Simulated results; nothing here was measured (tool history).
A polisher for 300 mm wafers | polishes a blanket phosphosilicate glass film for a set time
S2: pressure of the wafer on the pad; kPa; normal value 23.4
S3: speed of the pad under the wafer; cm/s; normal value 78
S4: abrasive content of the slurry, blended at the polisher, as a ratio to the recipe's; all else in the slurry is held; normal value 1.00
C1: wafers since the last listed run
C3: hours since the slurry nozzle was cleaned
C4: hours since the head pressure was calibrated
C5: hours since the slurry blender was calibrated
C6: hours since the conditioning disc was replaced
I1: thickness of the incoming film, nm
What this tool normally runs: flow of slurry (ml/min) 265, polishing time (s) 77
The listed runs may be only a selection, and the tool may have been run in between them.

run 1 day=0.000 | flow_of_slurry_(ml/min)=265 S2=23.4 S3=78 S4=1.00 polishing_time_(s)=77 | C1=0 wafers_polished_on_this_pad=918 C3=445.2 C4=738.9 C5=161.8 C6=194.4 | I1=1886.0 | film_removed_(angstrom)=6372
-- day=0.671 conditioning disc replaced and pad reconditioned
-- day=1.092 slurry nozzle cleaned
run 2 day=2.121 | flow_of_slurry_(ml/min)=265 S2=23.4 S3=78 S4=0.90 polishing_time_(s)=77 | C1=430 wafers_polished_on_this_pad=1349 C3=24.7 C4=789.8 C5=212.7 C6=34.8 | I1=1883.7 | film_removed_(angstrom)=6052
-- day=3.046 slurry blender recalibrated
-- day=4.892 worn pad replaced by a new one
run 3 day=9.792 | flow_of_slurry_(ml/min)=265 S2=25.5 S3=78 S4=1.00 polishing_time_(s)=77 | C1=1600 wafers_polished_on_this_pad=1057 C3=208.8 C4=973.9 C5=161.9 C6=218.9 | I1=1890.9 | film_removed_(angstrom)=6979
-- day=10.033 conditioning disc replaced and pad reconditioned
run 4 day=12.212 | flow_of_slurry_(ml/min)=265 S2=25.5 S3=78 S4=1.00 polishing_time_(s)=77 | C1=504 wafers_polished_on_this_pad=1561 C3=266.9 C4=1032.0 C5=220.0 C6=52.3 | I1=1889.4 | film_removed_(angstrom)=6751
-- day=13.179 slurry blender recalibrated
-- day=14.117 worn pad replaced by a new one
run 5 day=14.279 | flow_of_slurry_(ml/min)=265 S2=25.5 S3=78 S4=1.00 polishing_time_(s)=77 | C1=391 wafers_polished_on_this_pad=35 C3=316.5 C4=1081.6 C5=26.4 C6=101.9 | I1=1901.8 | film_removed_(angstrom)=7245
run 6 day=16.133 | flow_of_slurry_(ml/min)=265 S2=23.4 S3=78 S4=1.00 polishing_time_(s)=77 | C1=399 wafers_polished_on_this_pad=435 C3=361.0 C4=1126.1 C5=70.9 C6=146.4 | I1=1857.8 | film_removed_(angstrom)=6569
run 7 day=18.267 | flow_of_slurry_(ml/min)=265 S2=23.4 S3=78 S4=1.00 polishing_time_(s)=98 | C1=460 wafers_polished_on_this_pad=895 C3=412.2 C4=1177.3 C5=122.1 C6=197.6 | I1=1870.5 | film_removed_(angstrom)=8138
-- day=18.625 conditioning disc replaced and pad reconditioned
-- day=19.117 slurry nozzle cleaned
run 8 day=19.454 | flow_of_slurry_(ml/min)=265 S2=23.4 S3=78 S4=1.00 polishing_time_(s)=98 | C1=229 wafers_polished_on_this_pad=1124 C3=8.1 C4=1205.8 C5=150.6 C6=19.9 | I1=1882.6 | film_removed_(angstrom)=8087
run 9 day=21.529 | flow_of_slurry_(ml/min)=265 S2=23.4 S3=78 S4=1.20 polishing_time_(s)=77 | C1=447 wafers_polished_on_this_pad=1572 C3=57.9 C4=1255.6 C5=200.4 C6=69.7 | I1=1898.8 | film_removed_(angstrom)=6626
-- day=24.325 worn pad replaced by a new one
-- day=24.408 slurry blender recalibrated
run 10 day=24.446 | flow_of_slurry_(ml/min)=265 S2=21.4 S3=66 S4=0.90 polishing_time_(s)=63 | C1=575 wafers_polished_on_this_pad=8 C3=127.9 C4=1325.6 C5=0.9 C6=139.7 | I1=1892.5 | film_removed_(angstrom)=4369
run 11 day=27.004 | flow_of_slurry_(ml/min)=265 S2=23.4 S3=78 S4=1.00 polishing_time_(s)=77 | C1=551 wafers_polished_on_this_pad=560 C3=189.3 C4=1387.0 C5=62.3 C6=201.1 | I1=1920.0 | film_removed_(angstrom)=6483
-- day=27.425 conditioning disc replaced and pad reconditioned
run 12 day=29.550 | flow_of_slurry_(ml/min)=225 S2=23.4 S3=78 S4=1.00 polishing_time_(s)=77 | C1=531 wafers_polished_on_this_pad=1091 C3=250.4 C4=1448.1 C5=123.4 C6=51.0 | I1=1891.0 | film_removed_(angstrom)=6142
-- day=30.633 head pressure recalibrated
run 13 day=30.783 | flow_of_slurry_(ml/min)=265 S2=25.5 S3=94 S4=0.85 polishing_time_(s)=77 | C1=248 wafers_polished_on_this_pad=1339 C3=280.0 C4=3.6 C5=153.0 C6=80.6 | I1=1891.3 | film_removed_(angstrom)=7209
-- day=32.508 worn pad replaced by a new one
run 14 day=33.396 | flow_of_slurry_(ml/min)=180 S2=20.7 S3=78 S4=1.00 polishing_time_(s)=87 | C1=527 wafers_polished_on_this_pad=191 C3=342.7 C4=66.3 C5=215.7 C6=143.3 | I1=1895.6 | film_removed_(angstrom)=6253
-- day=35.392 conditioning disc replaced and pad reconditioned
run 15 day=35.788 | flow_of_slurry_(ml/min)=265 S2=23.4 S3=78 S4=1.00 polishing_time_(s)=77 | C1=497 wafers_polished_on_this_pad=689 C3=400.1 C4=123.7 C5=273.1 C6=9.5 | I1=1886.1 | film_removed_(angstrom)=6492
-- day=37.479 slurry blender recalibrated
run 16 day=37.554 | flow_of_slurry_(ml/min)=265 S2=23.4 S3=78 S4=1.00 polishing_time_(s)=77 | C1=363 wafers_polished_on_this_pad=1052 C3=442.5 C4=166.1 C5=1.8 C6=51.9 | I1=1855.7 | film_removed_(angstrom)=6320
-- day=39.288 slurry nozzle cleaned
run 17 day=40.429 | flow_of_slurry_(ml/min)=345 S2=23.4 S3=78 S4=1.00 polishing_time_(s)=91 | C1=611 wafers_polished_on_this_pad=1663 C3=27.4 C4=235.1 C5=70.8 C6=120.9 | I1=1870.7 | film_removed_(angstrom)=7438
-- day=41.696 worn pad replaced by a new one
run 18 day=43.354 | flow_of_slurry_(ml/min)=295 S2=23.4 S3=92 S4=0.80 polishing_time_(s)=53 | C1=594 wafers_polished_on_this_pad=357 C3=97.6 C4=305.3 C5=141.0 C6=191.1 | I1=1871.4 | film_removed_(angstrom)=4621
-- day=46.092 conditioning disc replaced and pad reconditioned
run 19 day=46.783 | flow_of_slurry_(ml/min)=295 S2=28.3 S3=92 S4=1.00 polishing_time_(s)=69 | C1=721 wafers_polished_on_this_pad=1079 C3=179.9 C4=387.6 C5=223.3 C6=16.6 | I1=1882.3 | film_removed_(angstrom)=7726

What if the next run were any one of these 5? Each begins from the tool's condition after run 19:
run A day=46.804 | flow_of_slurry_(ml/min)=265 S2=23.4 S3=78 S4=1.00 polishing_time_(s)=77 | C1=4 wafers_polished_on_this_pad=1083 C3=180.4 C4=388.1 C5=223.8 C6=17.1 | I1=1912.5 | film_removed_(angstrom)=?
run B day=46.804 | flow_of_slurry_(ml/min)=265 S2=18.6 S3=94 S4=1.25 polishing_time_(s)=89 | C1=4 wafers_polished_on_this_pad=1083 C3=180.4 C4=388.1 C5=223.8 C6=17.1 | I1=1912.5 | film_removed_(angstrom)=?
run C day=46.804 | flow_of_slurry_(ml/min)=265 S2=23.4 S3=88 S4=1.10 polishing_time_(s)=69 | C1=4 wafers_polished_on_this_pad=1083 C3=180.4 C4=388.1 C5=223.8 C6=17.1 | I1=1912.5 | film_removed_(angstrom)=?
run D day=46.804 | flow_of_slurry_(ml/min)=220 S2=23.4 S3=54 S4=1.00 polishing_time_(s)=77 | C1=4 wafers_polished_on_this_pad=1083 C3=180.4 C4=388.1 C5=223.8 C6=17.1 | I1=1912.5 | film_removed_(angstrom)=?
run E day=46.804 | flow_of_slurry_(ml/min)=265 S2=27.6 S3=100 S4=0.85 polishing_time_(s)=77 | C1=4 wafers_polished_on_this_pad=1083 C3=180.4 C4=388.1 C5=223.8 C6=17.1 | I1=1912.5 | film_removed_(angstrom)=?

run=A film_removed_(angstrom)=6291
run=B film_removed_(angstrom)=6956
run=C film_removed_(angstrom)=6254
run=D film_removed_(angstrom)=5022
run=E film_removed_(angstrom)=8131
What these runs would have given with no unlogged condition in the tool:
run=A film_removed_(angstrom)=6691
run=B film_removed_(angstrom)=7398
run=C film_removed_(angstrom)=6652
run=D film_removed_(angstrom)=5341
run=E film_removed_(angstrom)=8647

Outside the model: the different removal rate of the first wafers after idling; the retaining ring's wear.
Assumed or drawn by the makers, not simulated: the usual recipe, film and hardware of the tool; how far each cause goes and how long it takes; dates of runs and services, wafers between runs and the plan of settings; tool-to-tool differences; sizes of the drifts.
